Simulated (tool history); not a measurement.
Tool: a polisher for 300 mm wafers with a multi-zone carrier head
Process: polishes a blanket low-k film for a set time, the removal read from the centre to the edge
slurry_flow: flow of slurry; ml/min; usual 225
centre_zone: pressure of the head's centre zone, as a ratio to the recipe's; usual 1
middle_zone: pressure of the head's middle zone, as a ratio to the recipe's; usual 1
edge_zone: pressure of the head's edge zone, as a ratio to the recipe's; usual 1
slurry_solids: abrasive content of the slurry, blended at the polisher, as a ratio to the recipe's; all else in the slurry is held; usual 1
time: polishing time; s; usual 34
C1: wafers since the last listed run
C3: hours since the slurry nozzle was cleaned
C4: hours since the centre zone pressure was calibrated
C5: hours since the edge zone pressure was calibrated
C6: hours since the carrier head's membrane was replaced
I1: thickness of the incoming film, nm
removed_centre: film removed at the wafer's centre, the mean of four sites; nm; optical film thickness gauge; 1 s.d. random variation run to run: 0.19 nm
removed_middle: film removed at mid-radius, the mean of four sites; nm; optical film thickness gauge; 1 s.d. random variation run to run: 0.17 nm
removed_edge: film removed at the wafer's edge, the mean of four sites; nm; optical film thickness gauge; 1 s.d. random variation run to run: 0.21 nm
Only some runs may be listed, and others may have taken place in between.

run 1 hour=0 | slurry_flow=165 centre_zone=1 middle_zone=1 edge_zone=1 slurry_solids=1 time=26 | C1=0 wafers_polished_on_this_pad=465 C3=202.4 C4=1465.8 C5=256.5 C6=1037.1 | I1=340.2 | removed_centre=10.4 removed_middle=10.7 removed_edge=10.7
run 2 hour=7.5 | slurry_flow=165 centre_zone=1 middle_zone=1 edge_zone=1 slurry_solids=1 time=26 | C1=69 wafers_polished_on_this_pad=535 C3=209.9 C4=1473.3 C5=264 C6=1044.6 | I1=341.7 | removed_centre=10.3 removed_middle=10.6 removed_edge=10.7
-- hour=13.7 worn pad replaced by a new one
run 3 hour=24.8 | slurry_flow=225 centre_zone=1 middle_zone=1.09 edge_zone=1 slurry_solids=1 time=34 | C1=123 wafers_polished_on_this_pad=103 C3=227.2 C4=1490.6 C5=281.3 C6=1061.9 | I1=333.9 | removed_centre=15.1 removed_middle=16 removed_edge=14.9
run 4 hour=39 | slurry_flow=225 centre_zone=1 middle_zone=1.09 edge_zone=1 slurry_solids=1 time=34 | C1=132 wafers_polished_on_this_pad=235 C3=241.4 C4=1504.8 C5=295.5 C6=1076.1 | I1=339.4 | removed_centre=14.8 removed_middle=15.8 removed_edge=14.7
run 5 hour=50.4 | slurry_flow=225 centre_zone=1 middle_zone=1.09 edge_zone=1 slurry_solids=1 time=34 | C1=105 wafers_polished_on_this_pad=341 C3=252.8 C4=1516.2 C5=306.9 C6=1087.5 | I1=344.9 | removed_centre=14.9 removed_middle=15.7 removed_edge=14.6
-- hour=81.1 worn pad replaced by a new one
-- hour=97.2 slurry nozzle cleaned
run 6 hour=103 | slurry_flow=225 centre_zone=1 middle_zone=1 edge_zone=1 slurry_solids=1 time=34 | C1=442 wafers_polished_on_this_pad=194 C3=5.8 C4=1568.8 C5=359.5 C6=1140.1 | I1=336.7 | removed_centre=12.9 removed_middle=13.2 removed_edge=12.9
run 7 hour=119.2 | slurry_flow=225 centre_zone=1 middle_zone=1 edge_zone=1 slurry_solids=1 time=34 | C1=150 wafers_polished_on_this_pad=345 C3=22 C4=1585 C5=375.7 C6=1156.3 | I1=343.2 | removed_centre=12.8 removed_middle=13 removed_edge=12.9
-- hour=127.2 worn pad replaced by a new one, repeated, since the last time left the tool worse
run 8 hour=128 | slurry_flow=225 centre_zone=1 middle_zone=1 edge_zone=1 slurry_solids=1 time=34 | C1=44 wafers_polished_on_this_pad=7 C3=30.8 C4=1593.8 C5=384.5 C6=1165.1 | I1=344.9 | removed_centre=15.7 removed_middle=15.4 removed_edge=15.5
run 9 hour=134.7 | slurry_flow=175 centre_zone=1 middle_zone=1 edge_zone=1 slurry_solids=1 time=34 | C1=62 wafers_polished_on_this_pad=70 C3=37.5 C4=1600.5 C5=391.2 C6=1171.8 | I1=342.2 | removed_centre=14.6 removed_middle=14.8 removed_edge=14.6
run 10 hour=145.8 | slurry_flow=225 centre_zone=1 middle_zone=1.1 edge_zone=1 slurry_solids=0.8 time=34 | C1=103 wafers_polished_on_this_pad=173 C3=48.6 C4=1611.6 C5=402.3 C6=1182.9 | I1=343.1 | removed_centre=12.4 removed_middle=13.1 removed_edge=12.2
run 11 hour=159.7 | slurry_flow=225 centre_zone=1 middle_zone=1.07 edge_zone=1 slurry_solids=1 time=34 | C1=129 wafers_polished_on_this_pad=302 C3=62.5 C4=1625.5 C5=416.2 C6=1196.8 | I1=337.3 | removed_centre=14.5 removed_middle=15.6 removed_edge=14.6
run 12 hour=168.3 | slurry_flow=245 centre_zone=1 middle_zone=1 edge_zone=1 slurry_solids=1.25 time=34 | C1=79 wafers_polished_on_this_pad=382 C3=71.1 C4=1634.1 C5=424.8 C6=1205.4 | I1=340.2 | removed_centre=17 removed_middle=16.8 removed_edge=16.9
-- hour=175.2 carrier head's membrane replaced by a new one
run 13 hour=180 | slurry_flow=225 centre_zone=1 middle_zone=1.08 edge_zone=1 slurry_solids=1.25 time=34 | C1=62 wafers_polished_on_this_pad=444 C3=82.8 C4=1645.8 C5=436.5 C6=4.8 | I1=338.5 | removed_centre=16.8 removed_middle=17.2 removed_edge=16.4
run 14 hour=189 | slurry_flow=225 centre_zone=1 middle_zone=1.09 edge_zone=0.9 slurry_solids=1.2 time=39 | C1=83 wafers_polished_on_this_pad=528 C3=91.8 C4=1654.8 C5=445.5 C6=13.8 | I1=339.4 | removed_centre=18.9 removed_middle=20.1 removed_edge=17.9
-- hour=193.6 worn pad replaced by a new one
run 15 hour=204.5 | slurry_flow=225 centre_zone=1 middle_zone=1.09 edge_zone=1 slurry_solids=1 time=34 | C1=106 wafers_polished_on_this_pad=101 C3=107.3 C4=1670.3 C5=461 C6=29.3 | I1=333.8 | removed_centre=15.2 removed_middle=16.2 removed_edge=15
-- hour=207.3 edge zone pressure recalibrated
-- hour=223 centre zone pressure recalibrated
run 16 hour=227.2 | slurry_flow=225 centre_zone=0.96 middle_zone=1 edge_zone=0.92 slurry_solids=1 time=34 | C1=173 wafers_polished_on_this_pad=275 C3=130 C4=4.2 C5=19.9 C6=52 | I1=342.7 | removed_centre=14.3 removed_middle=14.9 removed_edge=14.3
run 17 hour=236.2 | slurry_flow=225 centre_zone=1 middle_zone=1 edge_zone=1 slurry_solids=1 time=34 | C1=83 wafers_polished_on_this_pad=359 C3=139 C4=13.2 C5=28.9 C6=61 | I1=335.5 | removed_centre=14.6 removed_middle=14.6 removed_edge=14.7
run 18 hour=243.8 | slurry_flow=300 centre_zone=1.03 middle_zone=1.04 edge_zone=1 slurry_solids=1 time=34 | C1=70 wafers_polished_on_this_pad=429 C3=146.6 C4=20.8 C5=36.5 C6=68.6 | I1=341.8 | removed_centre=15.6 removed_middle=15.4 removed_edge=15.1
-- hour=263 worn pad replaced by a new one
run 19 hour=263.5 | slurry_flow=225 centre_zone=1 middle_zone=1 edge_zone=1 slurry_solids=1.15 time=34 | C1=145 wafers_polished_on_this_pad=5 C3=166.3 C4=40.5 C5=56.2 C6=88.3 | I1=342 | removed_centre=16.8 removed_middle=16.9 removed_edge=17
run 20 hour=275.1 | slurry_flow=225 centre_zone=1 middle_zone=1 edge_zone=1 slurry_solids=1 time=34 | C1=107 wafers_polished_on_this_pad=112 C3=177.9 C4=52.1 C5=67.8 C6=99.9 | I1=339.7 | removed_centre=15.2 removed_middle=15 removed_edge=15.2
run 21 hour=288.5 | slurry_flow=170 centre_zone=1.08 middle_zone=0.91 edge_zone=1 slurry_solids=1 time=38 | C1=124 wafers_polished_on_this_pad=237 C3=191.3 C4=65.5 C5=81.2 C6=113.3 | I1=340.7 | removed_centre=17 removed_middle=14.9 removed_edge=15.9
run 22 hour=304.7 | slurry_flow=225 centre_zone=0.9 middle_zone=1 edge_zone=1.04 slurry_solids=1.2 time=34 | C1=150 wafers_polished_on_this_pad=388 C3=207.5 C4=81.7 C5=97.4 C6=129.5 | I1=341.7 | removed_centre=14.8 removed_middle=16.1 removed_edge=16.1

Per-run results on a tool with no hidden state, each run keeping its own random variation:
Unlogged tool condition in this case: removal rate lost through wear of the pad, %; slurry flow missing at the pad, %; deviation of the centre zone's pressure from its setpoint, %; deviation of the edge zone's pressure from its setpoint, %.
run=1 removed_centre=11.2 removed_middle=11.4 removed_edge=11.5
run=2 removed_centre=11.1 removed_middle=11.4 removed_edge=11.6
run=3 removed_centre=15.5 removed_middle=16.5 removed_edge=15.4
run=4 removed_centre=15.6 removed_middle=16.7 removed_edge=15.5
run=5 removed_centre=15.8 removed_middle=16.6 removed_edge=15.5
run=6 removed_centre=15.5 removed_middle=15.8 removed_edge=15.4
run=7 removed_centre=15.5 removed_middle=15.8 removed_edge=15.7
run=8 removed_centre=15.9 removed_middle=15.6 removed_edge=15.6
run=9 removed_centre=14.9 removed_middle=15.2 removed_edge=15
run=10 removed_centre=12.9 removed_middle=13.7 removed_edge=12.7
run=11 removed_centre=15.4 removed_middle=16.6 removed_edge=15.5
run=12 removed_centre=18.2 removed_middle=17.9 removed_edge=18
run=13 removed_centre=18 removed_middle=18.5 removed_edge=17.5
run=14 removed_centre=20.3 removed_middle=21.6 removed_edge=19.2
run=15 removed_centre=15.8 removed_middle=16.7 removed_edge=15.5
run=16 removed_centre=15.2 removed_middle=15.9 removed_edge=15.2
run=17 removed_centre=15.5 removed_middle=15.6 removed_edge=15.7
run=18 removed_centre=16.8 removed_middle=16.5 removed_edge=16.2
run=19 removed_centre=17 removed_middle=17 removed_edge=17.2
run=20 removed_centre=15.8 removed_middle=15.5 removed_edge=15.7
run=21 removed_centre=17.9 removed_middle=15.8 removed_edge=16.8
run=22 removed_centre=15.8 removed_middle=17.2 removed_edge=17.3

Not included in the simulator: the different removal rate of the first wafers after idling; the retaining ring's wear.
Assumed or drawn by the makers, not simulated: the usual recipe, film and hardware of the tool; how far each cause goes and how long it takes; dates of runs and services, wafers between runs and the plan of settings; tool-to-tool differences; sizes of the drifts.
